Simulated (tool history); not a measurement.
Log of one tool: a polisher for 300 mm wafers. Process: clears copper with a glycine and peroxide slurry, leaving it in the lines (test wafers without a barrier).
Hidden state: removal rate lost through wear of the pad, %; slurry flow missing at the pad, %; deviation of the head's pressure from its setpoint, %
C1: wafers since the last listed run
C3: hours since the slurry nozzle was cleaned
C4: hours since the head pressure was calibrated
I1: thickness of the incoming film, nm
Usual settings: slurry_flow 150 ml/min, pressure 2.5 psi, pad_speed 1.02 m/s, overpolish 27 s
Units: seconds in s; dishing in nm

Run 1, hour 0: usual settings; C1 0; wafers polished on this pad 58; C3 584.8; C4 579.8; I1 417.1. Result: seconds 82.1 s, dishing 44.5 nm.
Run 2, hour 76.7: usual settings; C1 748; wafers polished on this pad 806; C3 661.5; C4 656.5; I1 418.1. Result: seconds 81.1 s, dishing 44.2 nm.
At hour 91.1: slurry nozzle cleaned.
At hour 120.7: head pressure recalibrated.
Run 3, hour 146.4: usual settings; C1 650; wafers polished on this pad 1457; C3 55.3; C4 25.7; I1 418.4. Result: seconds 87.3 s, dishing 45.3 nm.
Run 4, hour 193.8: usual settings but slurry_flow 110 ml/min, pad_speed 0.84 m/s; C1 462; wafers polished on this pad 1920; C3 102.7; C4 73.1; I1 415.9. Result: seconds 104.3 s, dishing 42.5 nm.
At hour 259.3: worn pad replaced by a new one, of another model than before.
Run 5, hour 259.8: usual settings but slurry_flow 110 ml/min, pad_speed 0.84 m/s; C1 605; wafers polished on this pad 4; C3 168.7; C4 139.1; I1 417.1. Result: seconds 106.6 s, dishing 43.5 nm.
Run 6, hour 313.4: usual settings but overpolish 22 s; C1 523; wafers polished on this pad 527; C3 222.3; C4 192.7; I1 411.5. Result: seconds 82.9 s, dishing 42.6 nm.
Run 7, hour 353.6: usual settings but overpolish 22 s; C1 392; wafers polished on this pad 919; C3 262.5; C4 232.9; I1 418.7. Result: seconds 83.1 s, dishing 42.4 nm.
Run 8, hour 394.7: usual settings but pad_speed 0.8 m/s; C1 401; wafers polished on this pad 1320; C3 303.6; C4 274; I1 418.2. Result: seconds 95.1 s, dishing 45.3 nm.
Run 9, hour 441: usual settings but pad_speed 0.8 m/s; C1 451; wafers polished on this pad 1772; C3 349.9; C4 320.3; I1 419.2. Result: seconds 95.8 s, dishing 44.9 nm.
At hour 486.6: worn pad replaced by a new one.
Run 10, hour 511.5: usual settings but pressure 2 psi; C1 648; wafers polished on this pad 243; C3 420.4; C4 390.8; I1 412.8. Result: seconds 95 s, dishing 45.3 nm.
Run 11, hour 551.1: usual settings but pressure 2 psi; C1 386; wafers polished on this pad 629; C3 460; C4 430.4; I1 420.5. Result: seconds 94.7 s, dishing 43.9 nm.
Run 12, hour 607.1: usual settings but slurry_flow 185 ml/min, pad_speed 1.3 m/s; C1 546; wafers polished on this pad 1176; C3 516; C4 486.4; I1 416.1. Result: seconds 66.9 s, dishing 45.5 nm.
Run 13, hour 669.8: usual settings but slurry_flow 125 ml/min, pressure 3 psi; C1 611; wafers polished on this pad 1788; C3 578.7; C4 549.1; I1 413.7. Result: seconds 76.2 s, dishing 43.9 nm.
Run 14, hour 713: usual settings but slurry_flow 105 ml/min, pad_speed 0.84 m/s; C1 421; wafers polished on this pad 2209; C3 621.9; C4 592.3; I1 410.6. Result: seconds 101.9 s, dishing 43.1 nm.
At hour 728: worn pad replaced by a new one.
Run 15, hour 745.1: usual settings but slurry_flow 110 ml/min, pressure 2.1 psi, pad_speed 1.12 m/s, overpolish 22 s; C1 274; wafers polished on this pad 167; C3 654; C4 624.4; I1 409.2. Result: seconds 90.9 s, dishing 38.8 nm.
At hour 765.1: slurry nozzle cleaned.
Run 16, hour 814.4: usual settings but pad_speed 0.92 m/s; C1 666; wafers polished on this pad 833; C3 49.3; C4 693.7; I1 416.3. Result: seconds 86.1 s, dishing 45.9 nm.
At hour 824.3: head pressure recalibrated.
Run 17, hour 860.1: usual settings but slurry_flow 180 ml/min, pressure 2.1 psi, overpolish 36 s; C1 426; wafers polished on this pad 1260; C3 95; C4 35.8; I1 413.9. Result: seconds 93.5 s, dishing 48.3 nm.
Run 18, hour 916.3: usual settings but slurry_flow 120 ml/min; C1 548; wafers polished on this pad 1808; C3 151.2; C4 92; I1 423.3. Result: seconds 92.4 s, dishing 44.1 nm.
Run 19, hour 958: usual settings but pad_speed 0.76 m/s; C1 406; wafers polished on this pad 2215; C3 192.9; C4 133.7; I1 415.4. Result: seconds 97.4 s, dishing 43.6 nm.
At hour 1023.9: worn pad replaced by a new one.
Run 20, hour 1024.2: usual settings but slurry_flow 170 ml/min, pressure 2.7 psi, pad_speed 0.8 m/s, overpolish 11 s; C1 606; wafers polished on this pad 3; C3 259.1; C4 199.9; I1 410.6. Result: seconds 87.3 s, dishing 28.6 nm.
Run 21, hour 1057.6: usual settings; C1 325; wafers polished on this pad 329; C3 292.5; C4 233.3; I1 416.9. Result: seconds 86.1 s, dishing 44.3 nm.
Run 22, hour 1235.9: usual settings; C1 1739; wafers polished on this pad 2069; C3 470.8; C4 411.6; I1 408.8. Result: seconds 82.2 s, dishing 45.1 nm.
Run 23, hour 1286.7: usual settings but pad_speed 0.68 m/s, overpolish 17 s; C1 495; wafers polished on this pad 2564; C3 521.6; C4 462.4; I1 412.2. Result: seconds 102 s, dishing 34.8 nm.

Hidden state or all else? Some run-to-run changes of seconds, split into what the settings, what came in and random variation would give without the hidden state, and what is left for the hidden state (with any gauge scatter that isn't in both results):
Run 2 -> 3: slurry nozzle cleaned, head pressure recalibrated. seconds +6.2 s: hidden state +5.2, all else +1.
Run 11 -> 12: slurry_flow 150 -> 185, pressure 2 -> 2.5, pad_speed 1.02 -> 1.3. seconds -27.8 s: hidden state +1.3, all else -29.1.
Run 13 -> 14: slurry_flow 125 -> 105, pressure 3 -> 2.5, pad_speed 1.02 -> 0.84. seconds +25.7 s: hidden state -1.5, all else +27.2.
Run 16 -> 17: slurry_flow 150 -> 180, pressure 2.5 -> 2.1, pad_speed 0.92 -> 1.02, overpolish 27 -> 36, head pressure recalibrated. seconds +7.4 s: hidden state +4.9, all else +2.5.
